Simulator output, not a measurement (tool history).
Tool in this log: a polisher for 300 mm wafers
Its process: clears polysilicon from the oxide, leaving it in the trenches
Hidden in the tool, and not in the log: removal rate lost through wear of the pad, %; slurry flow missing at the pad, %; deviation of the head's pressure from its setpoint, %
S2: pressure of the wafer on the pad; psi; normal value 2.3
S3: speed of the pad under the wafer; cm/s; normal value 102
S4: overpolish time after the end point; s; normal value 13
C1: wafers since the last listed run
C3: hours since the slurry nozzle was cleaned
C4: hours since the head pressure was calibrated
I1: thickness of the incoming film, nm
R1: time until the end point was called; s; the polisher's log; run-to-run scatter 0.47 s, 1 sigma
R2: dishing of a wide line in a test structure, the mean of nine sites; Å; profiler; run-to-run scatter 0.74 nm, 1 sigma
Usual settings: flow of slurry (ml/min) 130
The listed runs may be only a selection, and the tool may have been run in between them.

run 1 hour=0.0 | flow_of_slurry_(ml/min)=130 S2=2.3 S3=102 S4=13 | C1=0 wafers_polished_on_this_pad=687 C3=318.5 C4=633.1 | I1=351.5 | R1=37.1 R2=468
run 2 hour=10.8 | flow_of_slurry_(ml/min)=130 S2=2.3 S3=102 S4=13 | C1=146 wafers_polished_on_this_pad=834 C3=329.3 C4=643.9 | I1=350.6 | R1=37.2 R2=466
run 3 hour=37.8 | flow_of_slurry_(ml/min)=130 S2=2.3 S3=102 S4=17 | C1=367 wafers_polished_on_this_pad=1201 C3=356.3 C4=670.9 | I1=354.5 | R1=37.2 R2=486
-- hour=45.0 worn pad replaced by a new one
run 4 hour=45.8 | flow_of_slurry_(ml/min)=130 S2=2.3 S3=102 S4=13 | C1=54 wafers_polished_on_this_pad=10 C3=364.3 C4=678.9 | I1=348.1 | R1=36.8 R2=465
run 5 hour=58.1 | flow_of_slurry_(ml/min)=130 S2=2.3 S3=102 S4=13 | C1=167 wafers_polished_on_this_pad=178 C3=376.6 C4=691.2 | I1=356.0 | R1=36.9 R2=464
run 6 hour=73.8 | flow_of_slurry_(ml/min)=130 S2=2.3 S3=102 S4=13 | C1=213 wafers_polished_on_this_pad=391 C3=392.3 C4=706.9 | I1=356.8 | R1=36.6 R2=464
run 7 hour=79.8 | flow_of_slurry_(ml/min)=130 S2=2.3 S3=102 S4=13 | C1=81 wafers_polished_on_this_pad=473 C3=398.3 C4=712.9 | I1=355.1 | R1=37.5 R2=471
run 8 hour=95.6 | flow_of_slurry_(ml/min)=130 S2=2.3 S3=102 S4=13 | C1=214 wafers_polished_on_this_pad=688 C3=414.1 C4=728.7 | I1=350.8 | R1=36.5 R2=460
run 9 hour=107.4 | flow_of_slurry_(ml/min)=130 S2=2.3 S3=102 S4=13 | C1=160 wafers_polished_on_this_pad=848 C3=425.9 C4=740.5 | I1=353.9 | R1=37.0 R2=472
run 10 hour=120.7 | flow_of_slurry_(ml/min)=130 S2=2.3 S3=102 S4=13 | C1=180 wafers_polished_on_this_pad=1029 C3=439.2 C4=753.8 | I1=347.8 | R1=35.4 R2=463
-- hour=129.3 worn pad replaced by a new one
run 11 hour=130.0 | flow_of_slurry_(ml/min)=130 S2=2.3 S3=102 S4=13 | C1=72 wafers_polished_on_this_pad=9 C3=448.5 C4=763.1 | I1=354.0 | R1=37.0 R2=474
-- hour=131.5 slurry nozzle cleaned
run 12 hour=137.5 | flow_of_slurry_(ml/min)=130 S2=2.3 S3=102 S4=13 | C1=88 wafers_polished_on_this_pad=97 C3=6.0 C4=770.6 | I1=343.1 | R1=36.6 R2=464
run 13 hour=152.5 | flow_of_slurry_(ml/min)=130 S2=2.3 S3=102 S4=13 | C1=204 wafers_polished_on_this_pad=301 C3=21.0 C4=785.6 | I1=352.6 | R1=37.3 R2=462
run 14 hour=160.7 | flow_of_slurry_(ml/min)=130 S2=2.3 S3=102 S4=13 | C1=111 wafers_polished_on_this_pad=413 C3=29.2 C4=793.8 | I1=343.2 | R1=35.8 R2=460
run 15 hour=178.6 | flow_of_slurry_(ml/min)=130 S2=2.3 S3=102 S4=7 | C1=243 wafers_polished_on_this_pad=656 C3=47.1 C4=811.7 | I1=349.7 | R1=37.5 R2=368
run 16 hour=192.9 | flow_of_slurry_(ml/min)=130 S2=2.3 S3=102 S4=7 | C1=194 wafers_polished_on_this_pad=851 C3=61.4 C4=826.0 | I1=348.6 | R1=37.0 R2=381
run 17 hour=202.7 | flow_of_slurry_(ml/min)=130 S2=2.3 S3=90 S4=13 | C1=133 wafers_polished_on_this_pad=984 C3=71.2 C4=835.8 | I1=344.4 | R1=39.8 R2=462
-- hour=207.6 worn pad replaced by a new one
run 18 hour=215.6 | flow_of_slurry_(ml/min)=160 S2=2.6 S3=128 S4=10 | C1=121 wafers_polished_on_this_pad=109 C3=84.1 C4=848.7 | I1=346.9 | R1=26.5 R2=476
-- hour=230.5 head pressure recalibrated
run 19 hour=238.5 | flow_of_slurry_(ml/min)=105 S2=2.3 S3=134 S4=13 | C1=284 wafers_polished_on_this_pad=393 C3=107.0 C4=8.0 | I1=350.3 | R1=32.9 R2=476
run 20 hour=250.4 | flow_of_slurry_(ml/min)=90 S2=2.7 S3=102 S4=15 | C1=161 wafers_polished_on_this_pad=555 C3=118.9 C4=19.9 | I1=345.0 | R1=36.7 R2=475
run 21 hour=266.2 | flow_of_slurry_(ml/min)=130 S2=2.3 S3=102 S4=13 | C1=214 wafers_polished_on_this_pad=770 C3=134.7 C4=35.7 | I1=354.6 | R1=40.9 R2=452
run 22 hour=274.8 | flow_of_slurry_(ml/min)=95 S2=2.3 S3=102 S4=17 | C1=116 wafers_polished_on_this_pad=887 C3=143.3 C4=44.3 | I1=348.9 | R1=42.7 R2=467
run 23 hour=288.0 | flow_of_slurry_(ml/min)=165 S2=2.3 S3=102 S4=13 | C1=179 wafers_polished_on_this_pad=1066 C3=156.5 C4=57.5 | I1=350.6 | R1=39.6 R2=470
-- hour=299.8 worn pad replaced by a new one
run 24 hour=301.4 | flow_of_slurry_(ml/min)=130 S2=2.3 S3=102 S4=13 | C1=127 wafers_polished_on_this_pad=21 C3=169.9 C4=70.9 | I1=349.4 | R1=40.7 R2=457
run 25 hour=309.7 | flow_of_slurry_(ml/min)=130 S2=1.6 S3=102 S4=18 | C1=112 wafers_polished_on_this_pad=134 C3=178.2 C4=79.2 | I1=348.5 | R1=57.7 R2=457
run 26 hour=322.4 | flow_of_slurry_(ml/min)=130 S2=2.5 S3=82 S4=9 | C1=172 wafers_polished_on_this_pad=307 C3=190.9 C4=91.9 | I1=349.8 | R1=44.4 R2=386
run 27 hour=336.5 | flow_of_slurry_(ml/min)=130 S2=2.3 S3=128 S4=13 | C1=191 wafers_polished_on_this_pad=498 C3=205.0 C4=106.0 | I1=354.0 | R1=34.0 R2=472
-- hour=339.7 head pressure recalibrated, repeated, since the last time left the tool worse
run 28 hour=345.0 | flow_of_slurry_(ml/min)=130 S2=2.3 S3=80 S4=13 | C1=88 wafers_polished_on_this_pad=587 C3=213.5 C4=5.3 | I1=357.0 | R1=42.8 R2=445
run 29 hour=354.6 | flow_of_slurry_(ml/min)=160 S2=3.1 S3=136 S4=13 | C1=130 wafers_polished_on_this_pad=717 C3=223.1 C4=14.9 | I1=349.9 | R1=19.7 R2=489
run 30 hour=369.1 | flow_of_slurry_(ml/min)=130 S2=2.3 S3=102 S4=13 | C1=197 wafers_polished_on_this_pad=915 C3=237.6 C4=29.4 | I1=347.6 | R1=33.0 R2=461
run 31 hour=378.6 | flow_of_slurry_(ml/min)=130 S2=2.3 S3=102 S4=18 | C1=129 wafers_polished_on_this_pad=1044 C3=247.1 C4=38.9 | I1=352.6 | R1=35.1 R2=479
-- hour=384.0 worn pad replaced by a new one
run 32 hour=385.2 | flow_of_slurry_(ml/min)=155 S2=2.3 S3=102 S4=13 | C1=35 wafers_polished_on_this_pad=17 C3=253.7 C4=45.5 | I1=347.9 | R1=32.4 R2=479
run 33 hour=391.4 | flow_of_slurry_(ml/min)=130 S2=2.3 S3=86 S4=10 | C1=84 wafers_polished_on_this_pad=101 C3=259.9 C4=51.7 | I1=346.5 | R1=38.4 R2=427
run 34 hour=398.5 | flow_of_slurry_(ml/min)=130 S2=2.3 S3=78 S4=13 | C1=96 wafers_polished_on_this_pad=197 C3=267.0 C4=58.8 | I1=346.8 | R1=41.8 R2=451
run 35 hour=411.6 | flow_of_slurry_(ml/min)=115 S2=2.9 S3=80 S4=20 | C1=178 wafers_polished_on_this_pad=376 C3=280.1 C4=71.9 | I1=346.6 | R1=33.7 R2=490

Measured result minus the same run's result without the hidden state. Both carry the same run-to-run variation, though not necessarily the same gauge scatter:
run=1 R1=+2.0 R2=-4
run=2 R1=+2.1 R2=-5
run=3 R1=+2.1 R2=-3
run=4 R1=+2.1 R2=-5
run=5 R1=+2.2 R2=-5
run=6 R1=+2.2 R2=-5
run=7 R1=+2.3 R2=-5
run=8 R1=+2.3 R2=-6
run=9 R1=+2.4 R2=-5
run=10 R1=+2.4 R2=-6
run=11 R1=+2.5 R2=-6
run=12 R1=+2.5 R2=-6
run=13 R1=+2.6 R2=-6
run=14 R1=+2.5 R2=-6
run=15 R1=+2.7 R2=-12
run=16 R1=+2.7 R2=-12
run=17 R1=+3.0 R2=-8
run=18 R1=+2.0 R2=-6
run=19 R1=+4.8 R2=-10
run=20 R1=+5.4 R2=-9
run=21 R1=+6.0 R2=-14
run=22 R1=+6.4 R2=-10
run=23 R1=+5.9 R2=-15
run=24 R1=+6.2 R2=-16
run=25 R1=+8.9 R2=-17
run=26 R1=+6.8 R2=-26
run=27 R1=+5.3 R2=-11
run=28 R1=-0.2 R2=+0
run=29 R1=+0.0 R2=+0
run=30 R1=+0.0 R2=+0
run=31 R1=-0.1 R2=+0
run=32 R1=+0.0 R2=+0
run=33 R1=+0.0 R2=+1
run=34 R1=+0.0 R2=+0
run=35 R1=+0.1 R2=+0

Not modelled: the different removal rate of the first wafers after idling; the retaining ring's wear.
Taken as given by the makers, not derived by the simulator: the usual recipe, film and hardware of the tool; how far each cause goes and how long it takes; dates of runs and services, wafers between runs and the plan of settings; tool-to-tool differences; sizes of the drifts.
